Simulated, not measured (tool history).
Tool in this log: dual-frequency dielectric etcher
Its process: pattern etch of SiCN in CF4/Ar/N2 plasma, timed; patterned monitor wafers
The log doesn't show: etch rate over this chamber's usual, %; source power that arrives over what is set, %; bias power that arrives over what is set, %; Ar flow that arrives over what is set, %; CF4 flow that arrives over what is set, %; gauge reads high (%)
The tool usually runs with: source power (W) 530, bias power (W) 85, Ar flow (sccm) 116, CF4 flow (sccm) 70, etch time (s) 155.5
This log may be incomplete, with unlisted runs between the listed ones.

run	day	source power (W)	bias power (W)	Ar flow (sccm)	CF4 flow (sccm)	etch time (s)	wafers since the last listed run	hours since the last wet clean	hours since the last source power generator calibration	hours since the last bias power generator calibration	hours since the last Ar flow controller change	hours since the last CF4 flow controller change	hours since the last upper electrode change	hours since the gauge calibration	read-back reference wafer on the same gauge, depth_nm	mean etch depth across the wafer (angstrom)
1	0.000	530	85	116	70	155.5	0	297.8	2977.1	2661.9	2805.3	4994.9	2192.3	151.9	175.0	1791
# day 0.121: gauge calibrated
2	0.492	530	85	116	70	155.5	113	309.6	2988.9	2673.7	2817.1	5006.7	2204.1	8.9	175.0	1788
3	0.971	530	85	116	70	155.5	110	321.1	3000.4	2685.2	2828.6	5018.2	2215.6	20.4	175.0	1784
4	1.408	470	85	116	70	155.5	101	331.6	3010.9	2695.7	2839.1	5028.7	2226.1	30.9	175.0	1649
5	2.021	470	85	116	70	155.5	141	346.3	3025.6	2710.4	2853.8	5043.4	2240.8	45.6	175.0	1646
6	2.658	530	85	116	70	155.5	147	361.6	3040.9	2725.7	2869.1	5058.7	2256.1	60.9	174.9	1780
# day 3.146: CF4 flow controller replaced
# day 3.271: Ar flow controller replaced
# day 4.121: upper electrode replaced
7	4.142	530	85	116	70	155.5	58	397.2	3076.5	2761.3	20.9	23.9	0.5	96.5	175.0	1776
8	4.158	530	85	116	70	155.5	3	397.6	3076.9	2761.7	21.3	24.3	0.9	96.9	175.0	1776
# day 4.825: source power generator calibrated
# day 4.892: bias power generator calibrated
# day 5.400: wet clean of the chamber
9	5.421	530	85	116	70	155.5	120	0.5	14.3	12.7	51.6	54.6	31.2	127.2	175.0	1820
10	5.438	530	85	116	70	155.5	3	0.9	14.7	13.1	52.0	55.0	31.6	127.6	175.0	1826
11	5.771	490	102	100	61	155.5	77	8.9	22.7	21.1	60.0	63.0	39.6	135.6	175.0	1875
12	6.271	530	85	116	70	155.5	115	20.9	34.7	33.1	72.0	75.0	51.6	147.6	175.0	1823
# day 6.296: gauge calibrated
13	6.667	530	85	116	84	155.5	91	30.4	44.2	42.6	81.5	84.5	61.1	8.9	175.0	1845
14	7.029	530	71	104	70	200.0	83	39.1	52.9	51.3	90.2	93.2	69.8	17.6	175.0	2215
15	7.596	530	94	116	83	155.5	131	52.7	66.5	64.9	103.8	106.8	83.4	31.2	175.0	1917
16	7.962	530	85	116	70	183.0	84	61.5	75.3	73.7	112.6	115.6	92.2	40.0	175.0	2146
17	8.233	530	85	116	70	155.5	62	68.0	81.8	80.2	119.1	122.1	98.7	46.5	175.0	1814
18	8.942	530	85	140	59	155.5	164	85.0	98.8	97.2	136.1	139.1	115.7	63.5	174.9	1745
19	9.392	490	85	128	70	155.5	104	95.8	109.6	108.0	146.9	149.9	126.5	74.3	175.0	1697
20	9.679	410	93	129	70	186.5	66	102.7	116.5	114.9	153.8	156.8	133.4	81.2	175.0	1873

Predict each of these 4 candidate next runs independently; none follows another, all start after run 20:
A	9.700	530	85	116	70	155.5	4	103.2	117.0	115.4	154.3	157.3	133.9	81.7	?	?
B	9.700	640	85	116	70	155.5	4	103.2	117.0	115.4	154.3	157.3	133.9	81.7	?	?
C	9.700	530	85	116	70	123.0	4	103.2	117.0	115.4	154.3	157.3	133.9	81.7	?	?
D	9.700	530	103	104	70	155.5	4	103.2	117.0	115.4	154.3	157.3	133.9	81.7	?	?

run	read-back reference wafer on the same gauge, depth_nm	mean etch depth across the wafer (angstrom)
A	175.0	1815
B	175.0	2070
C	175.0	1435
D	175.0	1990
Without the tool's hidden state the same runs would have given:
run	mean etch depth across the wafer (angstrom)
A	1832
B	2089
C	1449
D	2009

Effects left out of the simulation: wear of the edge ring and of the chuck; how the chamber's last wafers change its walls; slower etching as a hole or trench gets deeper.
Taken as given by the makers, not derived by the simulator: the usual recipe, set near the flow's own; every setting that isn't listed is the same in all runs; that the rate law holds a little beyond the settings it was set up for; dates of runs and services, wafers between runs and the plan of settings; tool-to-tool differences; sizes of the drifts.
